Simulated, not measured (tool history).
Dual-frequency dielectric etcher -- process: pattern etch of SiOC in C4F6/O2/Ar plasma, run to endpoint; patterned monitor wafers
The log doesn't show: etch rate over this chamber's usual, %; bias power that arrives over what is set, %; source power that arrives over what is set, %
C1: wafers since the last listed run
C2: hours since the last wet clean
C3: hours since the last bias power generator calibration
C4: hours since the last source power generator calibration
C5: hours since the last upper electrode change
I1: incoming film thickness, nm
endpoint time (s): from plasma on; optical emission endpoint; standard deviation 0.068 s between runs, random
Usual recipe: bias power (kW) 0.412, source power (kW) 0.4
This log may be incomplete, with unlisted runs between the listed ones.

Run 1, day 0: usual settings but bias power (kW) 0.456, source power (kW) 0.33; C1 0; C2 339.2; C3 1992.2; C4 3541.5; C5 2721.5; I1 39.95. Result: endpoint time (s) 15.7.
Run 2, day 2.85: usual settings but bias power (kW) 0.456, source power (kW) 0.33; C1 962; C2 407.6; C3 2060.6; C4 3609.9; C5 2789.9; I1 39.59. Result: endpoint time (s) 15.6.
At day 5.092: wet clean of the chamber.
Run 3, day 5.112: usual settings but bias power (kW) 0.456, source power (kW) 0.33; C1 426; C2 0.5; C3 2114.9; C4 3664.2; C5 2844.2; I1 40.04. Result: endpoint time (s) 15.3.
Run 4, day 11.046: usual settings but source power (kW) 0.37; C1 2003; C2 142.9; C3 2257.3; C4 3806.6; C5 2986.6; I1 39.37. Result: endpoint time (s) 15.4.
Run 5, day 13.996: usual settings but bias power (kW) 0.362; C1 995; C2 213.7; C3 2328.1; C4 3877.4; C5 3057.4; I1 40.09. Result: endpoint time (s) 16.4.
Run 6, day 15.004: usual settings but bias power (kW) 0.362; C1 340; C2 237.9; C3 2352.3; C4 3901.6; C5 3081.6; I1 40.35. Result: endpoint time (s) 16.6.
Run 7, day 17.346: usual settings; C1 790; C2 294.1; C3 2408.5; C4 3957.8; C5 3137.8; I1 39.86. Result: endpoint time (s) 15.4.
Run 8, day 19.433: usual settings; C1 704; C2 344.2; C3 2458.6; C4 4007.9; C5 3187.9; I1 39.73. Result: endpoint time (s) 15.3.
Run 9, day 22.025: usual settings; C1 874; C2 406.4; C3 2520.8; C4 4070.1; C5 3250.1; I1 39.85. Result: endpoint time (s) 15.4.
Run 10, day 23.521: usual settings; C1 504; C2 442.3; C3 2556.7; C4 4106; C5 3286; I1 40.24. Result: endpoint time (s) 15.4.
At day 27.204: wet clean of the chamber.
Run 11, day 27.225: usual settings but bias power (kW) 0.357; C1 912; C2 0.5; C3 2645.6; C4 4194.9; C5 3374.9; I1 40.11. Result: endpoint time (s) 16.4.
Run 12, day 29.2: usual settings but bias power (kW) 0.357; C1 666; C2 47.9; C3 2693; C4 4242.3; C5 3422.3; I1 39.65. Result: endpoint time (s) 16.3.
Run 13, day 30.812: usual settings but bias power (kW) 0.357; C1 544; C2 86.6; C3 2731.7; C4 4281; C5 3461; I1 40.18. Result: endpoint time (s) 16.6.
Run 14, day 32.458: usual settings; C1 555; C2 126.1; C3 2771.2; C4 4320.5; C5 3500.5; I1 39.85. Result: endpoint time (s) 15.1.
At day 34.288: upper electrode replaced.
Run 15, day 35.204: usual settings; C1 589; C2 192; C3 2837.1; C4 4386.4; C5 22; I1 39.97. Result: endpoint time (s) 15.2.
Run 16, day 37.579: usual settings but bias power (kW) 0.443, source power (kW) 0.36; C1 801; C2 249; C3 2894.1; C4 4443.4; C5 79; I1 39.69. Result: endpoint time (s) 15.
Run 17, day 39.1: usual settings but bias power (kW) 0.321, source power (kW) 0.48; C1 513; C2 285.5; C3 2930.6; C4 4479.9; C5 115.5; I1 40.28. Result: endpoint time (s) 16.7.
Run 18, day 40.833: usual settings but bias power (kW) 0.31, source power (kW) 0.32; C1 585; C2 327.1; C3 2972.2; C4 4521.5; C5 157.1; I1 39.82. Result: endpoint time (s) 19.9.
At day 41.512: source power generator calibrated.
Run 19, day 43.708: usual settings but bias power (kW) 0.312; C1 914; C2 396.1; C3 3041.2; C4 52.7; C5 226.1; I1 39.77. Result: endpoint time (s) 18.2.
At day 46.479: wet clean of the chamber.
Run 20, day 51.233: usual settings; C1 2202; C2 114.1; C3 3221.8; C4 233.3; C5 406.7; I1 40.13. Result: endpoint time (s) 15.5.
Run 21, day 52.325: usual settings but bias power (kW) 0.353; C1 368; C2 140.3; C3 3248; C4 259.5; C5 432.9; I1 39.9. Result: endpoint time (s) 16.8.
Run 22, day 53.379: usual settings but bias power (kW) 0.499; C1 355; C2 165.6; C3 3273.3; C4 284.8; C5 458.2; I1 39.93. Result: endpoint time (s) 13.9.
Run 23, day 55.229: usual settings but bias power (kW) 0.368; C1 624; C2 210; C3 3317.7; C4 329.2; C5 502.6; I1 39.97. Result: endpoint time (s) 16.5.
Run 24, day 57.229: usual settings; C1 675; C2 258; C3 3365.7; C4 377.2; C5 550.6; I1 40.19. Result: endpoint time (s) 15.6.
Run 25, day 58.938: usual settings but bias power (kW) 0.321, source power (kW) 0.48; C1 576; C2 299; C3 3406.7; C4 418.2; C5 591.6; I1 39.89. Result: endpoint time (s) 16.7.
At day 60.958: bias power generator calibrated.
Run 26, day 61.096: usual settings; C1 672; C2 350.8; C3 3.3; C4 470; C5 643.4; I1 40.07. Result: endpoint time (s) 15.3.
Run 27, day 64.021: usual settings but bias power (kW) 0.489, source power (kW) 0.36; C1 987; C2 421; C3 73.5; C4 540.2; C5 713.6; I1 40.12. Result: endpoint time (s) 14.4.
At day 65.708: wet clean of the chamber.
Run 28, day 66.612: usual settings but bias power (kW) 0.484; C1 537; C2 21.7; C3 135.7; C4 602.4; C5 775.8; I1 40.09. Result: endpoint time (s) 13.6.
Run 29, day 68.662: usual settings; C1 692; C2 70.9; C3 184.9; C4 651.6; C5 825; I1 40.12. Result: endpoint time (s) 15.
Run 30, day 71.2: usual settings but bias power (kW) 0.498, source power (kW) 0.31; C1 856; C2 131.8; C3 245.8; C4 712.5; C5 885.9; I1 39.91. Result: endpoint time (s) 14.8.
Run 31, day 73.721: usual settings but source power (kW) 0.47; C1 851; C2 192.3; C3 306.3; C4 773; C5 946.4; I1 40.16. Result: endpoint time (s) 14.2.
Run 32, day 76.417: usual settings but bias power (kW) 0.362; C1 910; C2 257; C3 371; C4 837.7; C5 1011.1; I1 39.84. Result: endpoint time (s) 16.3.
At day 84.071: wet clean of the chamber.
Run 33, day 84.092: usual settings; C1 2253; C2 0.5; C3 555.2; C4 1021.9; C5 1195.3; I1 39.93. Result: endpoint time (s) 14.8.
Run 34, day 86.025: usual settings but bias power (kW) 0.321, source power (kW) 0.48; C1 652; C2 46.9; C3 601.6; C4 1068.3; C5 1241.7; I1 40.01. Result: endpoint time (s) 16.1.
Run 35, day 87.371: usual settings but bias power (kW) 0.448, source power (kW) 0.34; C1 454; C2 79.2; C3 633.9; C4 1100.6; C5 1274; I1 39.95. Result: endpoint time (s) 15.1.

4 options for the next run, each taken on its own from the tool as it stands now. Forecast them:
Run A, day 87.388: usual settings but source power (kW) 0.44; C1 5; C2 79.6; C3 634.3; C4 1101; C5 1274.4; I1 39.89. Result: endpoint time (s) ?.
Run B, day 87.388: usual settings but bias power (kW) 0.511; C1 5; C2 79.6; C3 634.3; C4 1101; C5 1274.4; I1 39.89. Result: endpoint time (s) ?.
Run C, day 87.388: usual settings but bias power (kW) 0.492, source power (kW) 0.37; C1 5; C2 79.6; C3 634.3; C4 1101; C5 1274.4; I1 39.89. Result: endpoint time (s) ?.
Run D, day 87.388: usual settings but source power (kW) 0.3; C1 5; C2 79.6; C3 634.3; C4 1101; C5 1274.4; I1 39.89. Result: endpoint time (s) ?.

run  endpoint time (s)
  A               14.4
  B               13.2
  C               13.9
  D               16.7
Had the tool no hidden state, the same runs would have come out as:
run  endpoint time (s)
  A               14.2
  B                 13
  C               13.7
  D               16.5
